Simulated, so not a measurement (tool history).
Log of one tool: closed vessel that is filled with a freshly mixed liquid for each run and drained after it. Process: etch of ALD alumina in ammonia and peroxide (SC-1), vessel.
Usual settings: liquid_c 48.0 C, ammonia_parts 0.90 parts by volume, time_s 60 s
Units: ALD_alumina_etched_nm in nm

run	day	liquid_c	ammonia_parts	time_s	wafers since the last listed run	hours since the thermometer was replaced	hours since the ammonia flow meter was replaced	hours since the drum of ammonia solution was connected	hours since the gauge calibration	read-back film thickness of the ALD alumina reference wafer, read on the same gauge (nm)	ALD_alumina_etched_nm
1	0.000	48.0	1.20	60	0	1068.4	1804.9	355.4	157.6	110.018	3.851
2	1.496	48.0	1.20	60	3757	1104.3	1840.8	391.3	193.5	110.007	3.858
3	2.688	48.0	1.20	60	2993	1132.9	1869.4	419.9	222.1	109.985	3.895
4	3.908	48.0	0.90	60	3066	1162.2	1898.7	449.2	251.4	109.994	3.750
5	4.796	48.0	0.90	60	2229	1183.5	1920.0	470.5	272.7	110.022	3.729
6	5.517	48.0	1.05	50	1810	1200.8	1937.3	487.8	290.0	110.036	3.163
7	6.104	48.0	1.05	50	1475	1214.9	1951.4	501.9	304.1	110.000	3.167
8	6.646	48.0	1.10	60	1360	1227.9	1964.4	514.9	317.1	109.994	3.804
9	7.329	48.0	1.10	60	1716	1244.3	1980.8	531.3	333.5	109.975	3.775
10	8.275	44.5	0.90	60	2375	1267.0	2003.5	554.0	356.2	110.010	2.995
11	9.075	48.0	0.90	60	2009	1286.2	2022.7	573.2	375.4	110.039	3.705
12	9.638	48.0	0.90	60	1412	1299.7	2036.2	586.7	388.9	109.987	3.696
13	10.683	48.0	0.90	60	2626	1324.8	2061.3	611.8	414.0	110.016	3.666
14	11.604	48.0	0.70	60	2312	1346.9	2083.4	633.9	436.1	110.016	3.601
15	12.733	51.5	0.55	30	2836	1374.0	2110.5	661.0	463.2	109.983	2.123
# day 12.950: new drum of ammonia solution connected
16	13.692	48.0	0.90	60	2302	1397.0	2133.5	17.8	486.2	110.011	3.672
# day 14.238: gauge calibrated
17	14.729	48.0	0.90	30	2606	1421.9	2158.4	42.7	11.8	109.992	1.839
18	15.767	43.0	1.15	50	2606	1446.8	2183.3	67.6	36.7	110.004	2.342
19	17.125	53.0	0.70	80	3411	1479.4	2215.9	100.2	69.3	109.986	6.244
# day 17.900: ammonia flow meter replaced
# day 17.921: thermometer replaced
20	18.375	40.0	1.20	75	2981	10.9	11.4	130.2	99.3	109.985	3.337
21	19.088	51.5	1.15	30	1789	28.0	28.5	147.3	116.4	109.992	2.556
22	20.546	48.0	0.90	60	3663	63.0	63.5	182.3	151.4	109.991	4.103
23	21.279	48.0	0.90	60	1842	80.6	81.1	199.9	169.0	109.971	4.062
24	22.479	48.0	0.90	60	3014	109.4	109.9	228.7	197.8	110.015	4.094
25	23.579	54.0	1.20	30	2763	135.8	136.3	255.1	224.2	109.969	2.933
26	24.671	43.5	0.90	30	2742	162.0	162.5	281.3	250.4	109.994	1.543
27	25.233	40.0	0.50	40	1412	175.5	176.0	294.8	263.9	110.007	1.607
28	25.817	48.0	0.90	60	1465	189.5	190.0	308.8	277.9	110.018	3.982

5 ways to go on from here, each from the tool as it stands after run 28. What would each give?
A	25.846	48.0	0.90	60	73	190.2	190.7	309.5	278.6	?	?
B	25.846	48.0	1.20	80	73	190.2	190.7	309.5	278.6	?	?
C	25.846	48.0	1.20	45	73	190.2	190.7	309.5	278.6	?	?
D	25.846	48.0	0.75	60	73	190.2	190.7	309.5	278.6	?	?
E	25.846	55.5	0.70	50	73	190.2	190.7	309.5	278.6	?	?

run	read-back film thickness of the ALD alumina reference wafer, read on the same gauge (nm)	ALD_alumina_etched_nm
A	109.985	4.043
B	109.985	5.541
C	109.985	3.117
D	109.985	3.973
E	109.985	4.949
Without the tool's hidden state the same runs would have given:
run	ALD_alumina_etched_nm
A	4.123
B	5.650
C	3.178
D	4.052
E	5.042
